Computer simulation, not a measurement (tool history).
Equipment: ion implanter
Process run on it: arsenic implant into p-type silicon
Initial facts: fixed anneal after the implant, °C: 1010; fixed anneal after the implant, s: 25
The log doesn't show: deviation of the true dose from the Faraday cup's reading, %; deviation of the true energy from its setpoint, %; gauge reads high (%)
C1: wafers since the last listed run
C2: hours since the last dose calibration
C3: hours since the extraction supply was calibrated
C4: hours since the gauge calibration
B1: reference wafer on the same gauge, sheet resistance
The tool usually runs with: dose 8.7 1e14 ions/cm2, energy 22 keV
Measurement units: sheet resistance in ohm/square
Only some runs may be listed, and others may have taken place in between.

{"run": 1, "hour": 0.0, "dose": 9.75, "energy": 24, "C1": 0, "C2": 1177.3, "C3": 4218, "C4": 895.9, "B1": 146.03, "sheet resistance": 126.47}
{"run": 2, "hour": 69.5, "dose": 8.7, "energy": 22, "C1": 1300, "C2": 1246.8, "C3": 4287.5, "C4": 965.4, "B1": 146.03, "sheet resistance": 138.37}
{"run": 3, "hour": 110.8, "dose": 8.7, "energy": 22, "C1": 772, "C2": 1288.1, "C3": 4328.8, "C4": 1006.7, "B1": 145.98, "sheet resistance": 138.37}
{"run": 4, "hour": 289.5, "dose": 8.7, "energy": 22, "C1": 3343, "C2": 1466.8, "C3": 4507.5, "C4": 1185.4, "B1": 145.96, "sheet resistance": 138.5}
{"run": 5, "hour": 331.6, "dose": 8.7, "energy": 22, "C1": 787, "C2": 1508.9, "C3": 4549.6, "C4": 1227.5, "B1": 146.1, "sheet resistance": 138.59}
{"run": 6, "hour": 377.6, "dose": 8.7, "energy": 22, "C1": 860, "C2": 1554.9, "C3": 4595.6, "C4": 1273.5, "B1": 145.98, "sheet resistance": 138.14}
{"hour": 431.5, "done": "extraction supply calibrated"}
{"run": 7, "hour": 500.0, "dose": 9.74, "energy": 24, "C1": 2140, "C2": 1677.3, "C3": 68.5, "C4": 1395.9, "B1": 146.02, "sheet resistance": 126.64}
{"run": 8, "hour": 532.5, "dose": 9.74, "energy": 24, "C1": 608, "C2": 1709.8, "C3": 101, "C4": 1428.4, "B1": 145.99, "sheet resistance": 126.75}
{"hour": 546.1, "done": "gauge calibrated"}
{"run": 9, "hour": 562.3, "dose": 9.74, "energy": 24, "C1": 557, "C2": 1739.6, "C3": 130.8, "C4": 16.2, "B1": 146.01, "sheet resistance": 126.63}
{"run": 10, "hour": 620.9, "dose": 8.7, "energy": 22, "C1": 1096, "C2": 1798.2, "C3": 189.4, "C4": 74.8, "B1": 145.95, "sheet resistance": 138.61}
{"hour": 669.9, "done": "Faraday cup replaced and dose calibrated"}
{"run": 11, "hour": 675.8, "dose": 8.7, "energy": 22, "C1": 877, "C2": 5.9, "C3": 244.3, "C4": 129.7, "B1": 145.99, "sheet resistance": 136.06}
{"run": 12, "hour": 723.6, "dose": 8.7, "energy": 22, "C1": 894, "C2": 53.7, "C3": 292.1, "C4": 177.5, "B1": 145.98, "sheet resistance": 136.6}
{"run": 13, "hour": 791.4, "dose": 10.59, "energy": 15.5, "C1": 1268, "C2": 121.5, "C3": 359.9, "C4": 245.3, "B1": 145.97, "sheet resistance": 129.6}
{"run": 14, "hour": 976.5, "dose": 8.7, "energy": 22, "C1": 3463, "C2": 306.6, "C3": 545, "C4": 430.4, "B1": 146.06, "sheet resistance": 137.09}
{"run": 15, "hour": 1006.2, "dose": 6.99, "energy": 26.5, "C1": 555, "C2": 336.3, "C3": 574.7, "C4": 460.1, "B1": 146.02, "sheet resistance": 154.4}
{"run": 16, "hour": 1060.3, "dose": 11.06, "energy": 17, "C1": 1012, "C2": 390.4, "C3": 628.8, "C4": 514.2, "B1": 145.98, "sheet resistance": 125.34}
{"run": 17, "hour": 1114.4, "dose": 8.7, "energy": 22, "C1": 1012, "C2": 444.5, "C3": 682.9, "C4": 568.3, "B1": 146.04, "sheet resistance": 136.89}
{"run": 18, "hour": 1141.1, "dose": 8.7, "energy": 22, "C1": 499, "C2": 471.2, "C3": 709.6, "C4": 595, "B1": 146.02, "sheet resistance": 137.5}

Run 19, settings as shown, results not yet in. Your forecast:
{"run": 19, "hour": 1179.5, "dose": 8.7, "energy": 18.5, "C1": 718, "C2": 509.6, "C3": 748, "C4": 633.4, "B1": "?", "sheet resistance": "?"}

B1: 145.96
sheet resistance: 141.86 ohm/square
Take away the tool's hidden state, keep the run-to-run variation as it was, and the same run would have given sheet resistance 140.55 ohm/square.
